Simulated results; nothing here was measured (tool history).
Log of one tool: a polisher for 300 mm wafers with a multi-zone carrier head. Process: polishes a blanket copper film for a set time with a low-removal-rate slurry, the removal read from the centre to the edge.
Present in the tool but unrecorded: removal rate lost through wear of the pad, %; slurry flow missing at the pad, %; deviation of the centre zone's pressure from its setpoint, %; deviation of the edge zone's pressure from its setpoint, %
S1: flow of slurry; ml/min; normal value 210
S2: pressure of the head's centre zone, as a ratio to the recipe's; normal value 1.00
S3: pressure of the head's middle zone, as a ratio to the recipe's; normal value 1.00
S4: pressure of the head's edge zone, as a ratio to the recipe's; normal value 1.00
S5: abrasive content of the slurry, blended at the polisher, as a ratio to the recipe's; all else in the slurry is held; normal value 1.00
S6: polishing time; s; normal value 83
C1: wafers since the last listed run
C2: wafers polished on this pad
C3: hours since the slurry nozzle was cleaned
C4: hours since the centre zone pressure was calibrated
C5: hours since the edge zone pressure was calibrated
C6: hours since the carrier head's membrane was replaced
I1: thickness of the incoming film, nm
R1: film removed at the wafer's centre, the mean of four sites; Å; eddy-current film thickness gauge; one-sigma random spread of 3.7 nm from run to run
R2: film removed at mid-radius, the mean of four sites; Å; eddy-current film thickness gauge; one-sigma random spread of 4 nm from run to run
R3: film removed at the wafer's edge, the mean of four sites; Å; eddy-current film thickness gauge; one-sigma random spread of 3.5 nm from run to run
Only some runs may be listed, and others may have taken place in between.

Run 1, hour 0.0: usual settings; C1 0; C2 258; C3 83.1; C4 245.9; C5 210.0; C6 279.3; I1 1358.1. Result: R1 2966 Å, R2 2865 Å, R3 2800 Å.
Run 2, hour 13.2: usual settings; C1 124; C2 383; C3 96.3; C4 259.1; C5 223.2; C6 292.5; I1 1363.3. Result: R1 3005 Å, R2 2872 Å, R3 2815 Å.
Run 3, hour 19.6: usual settings but S4 1.05; C1 60; C2 443; C3 102.7; C4 265.5; C5 229.6; C6 298.9; I1 1328.4. Result: R1 2973 Å, R2 2814 Å, R3 2871 Å.
Run 4, hour 34.7: usual settings but S4 1.03; C1 142; C2 585; C3 117.8; C4 280.6; C5 244.7; C6 314.0; I1 1341.9. Result: R1 2956 Å, R2 2835 Å, R3 2841 Å.
Run 5, hour 52.2: usual settings; C1 165; C2 750; C3 135.3; C4 298.1; C5 262.2; C6 331.5; I1 1331.0. Result: R1 2996 Å, R2 2844 Å, R3 2862 Å.
Run 6, hour 66.6: usual settings; C1 135; C2 886; C3 149.7; C4 312.5; C5 276.6; C6 345.9; I1 1345.2. Result: R1 2978 Å, R2 2866 Å, R3 2854 Å.
Run 7, hour 73.2: usual settings but S2 1.03; C1 62; C2 948; C3 156.3; C4 319.1; C5 283.2; C6 352.5; I1 1334.3. Result: R1 3070 Å, R2 2813 Å, R3 2892 Å.
Run 8, hour 106.4: usual settings but S2 1.03; C1 313; C2 1261; C3 189.5; C4 352.3; C5 316.4; C6 385.7; I1 1333.9. Result: R1 3071 Å, R2 2775 Å, R3 2868 Å.
Run 9, hour 118.7: usual settings but S4 0.92; C1 115; C2 1377; C3 201.8; C4 364.6; C5 328.7; C6 398.0; I1 1328.5. Result: R1 2976 Å, R2 2769 Å, R3 2716 Å.
At hour 128.9: worn pad replaced by a new one.
Run 10, hour 129.4: usual settings but S4 0.92; C1 63; C2 4; C3 212.5; C4 375.3; C5 339.4; C6 408.7; I1 1341.5. Result: R1 3079 Å, R2 2807 Å, R3 2673 Å.
Run 11, hour 139.8: usual settings but S2 0.95, S5 1.10; C1 98; C2 102; C3 222.9; C4 385.7; C5 349.8; C6 419.1; I1 1319.6. Result: R1 2940 Å, R2 2824 Å, R3 2832 Å.
Run 12, hour 149.4: usual settings but S1 265 ml/min, S4 0.92; C1 90; C2 193; C3 232.5; C4 395.3; C5 359.4; C6 428.7; I1 1323.4. Result: R1 3198 Å, R2 2888 Å, R3 2745 Å.
Run 13, hour 161.2: usual settings; C1 111; C2 304; C3 244.3; C4 407.1; C5 371.2; C6 440.5; I1 1367.3. Result: R1 3078 Å, R2 2802 Å, R3 2801 Å.
At hour 164.9: centre zone pressure recalibrated.
At hour 166.1: slurry nozzle cleaned.
Run 14, hour 174.1: usual settings but S1 155 ml/min, S2 0.94, S5 0.80, S6 64 s; C1 93; C2 397; C3 8.0; C4 9.2; C5 384.1; C6 453.4; I1 1312.3. Result: R1 1951 Å, R2 2117 Å, R3 2114 Å.
At hour 176.2: edge zone pressure recalibrated.
At hour 183.7: carrier head's membrane replaced by a new one.
Run 15, hour 190.9: usual settings; C1 92; C2 490; C3 24.8; C4 26.0; C5 14.7; C6 7.2; I1 1325.0. Result: R1 2831 Å, R2 2888 Å, R3 2886 Å.
Run 16, hour 200.9: usual settings; C1 94; C2 584; C3 34.8; C4 36.0; C5 24.7; C6 17.2; I1 1321.7. Result: R1 2943 Å, R2 2905 Å, R3 2879 Å.
Run 17, hour 237.2: usual settings but S1 165 ml/min, S3 1.04, S4 1.05, S5 0.80; C1 342; C2 926; C3 71.1; C4 72.3; C5 61.0; C6 53.5; I1 1348.7. Result: R1 2612 Å, R2 2692 Å, R3 2763 Å.
Run 18, hour 249.4: usual settings but S1 155 ml/min, S5 0.85; C1 115; C2 1041; C3 83.3; C4 84.5; C5 73.2; C6 65.7; I1 1364.2. Result: R1 2615 Å, R2 2642 Å, R3 2701 Å.
Run 19, hour 257.3: usual settings but S1 260 ml/min, S2 1.08, S6 74 s; C1 74; C2 1116; C3 91.2; C4 92.4; C5 81.1; C6 73.6; I1 1316.7. Result: R1 2778 Å, R2 2571 Å, R3 2540 Å.
Run 20, hour 265.2: usual settings but S5 0.75; C1 74; C2 1190; C3 99.1; C4 100.3; C5 89.0; C6 81.5; I1 1322.4. Result: R1 2702 Å, R2 2738 Å, R3 2718 Å.
At hour 280.7: worn pad replaced by a new one.
Run 21, hour 281.2: usual settings but S5 1.30; C1 113; C2 4; C3 115.1; C4 116.3; C5 105.0; C6 97.5; I1 1332.8. Result: R1 2888 Å, R2 2898 Å, R3 2940 Å.
Run 22, hour 296.9: usual settings; C1 148; C2 152; C3 130.8; C4 132.0; C5 120.7; C6 113.2; I1 1329.5. Result: R1 2801 Å, R2 2804 Å, R3 2813 Å.

Predict each of these 3 candidate next runs independently; none follows another, all start after run 22:
Run A, hour 297.3: usual settings but S2 1.05; C1 3; C2 156; C3 131.2; C4 132.4; C5 121.1; C6 113.6; I1 1334.0. Result: R1 ?, R2 ?, R3 ?.
Run B, hour 297.3: usual settings but S3 1.10, S4 0.94, S6 91 s; C1 3; C2 156; C3 131.2; C4 132.4; C5 121.1; C6 113.6; I1 1334.0. Result: R1 ?, R2 ?, R3 ?.
Run C, hour 297.3: usual settings but S1 180 ml/min, S2 1.12, S4 1.05; C1 3; C2 156; C3 131.2; C4 132.4; C5 121.1; C6 113.6; I1 1334.0. Result: R1 ?, R2 ?, R3 ?.

run    R1    R2    R3
  A  2894  2795  2787
  B  3023  3274  2964
  C  3004  2726  2805
Had the tool no hidden state, the same runs would have come out as:
run    R1    R2    R3
  A  3097  2976  2918
  B  3235  3487  3103
  C  3243  2924  2951
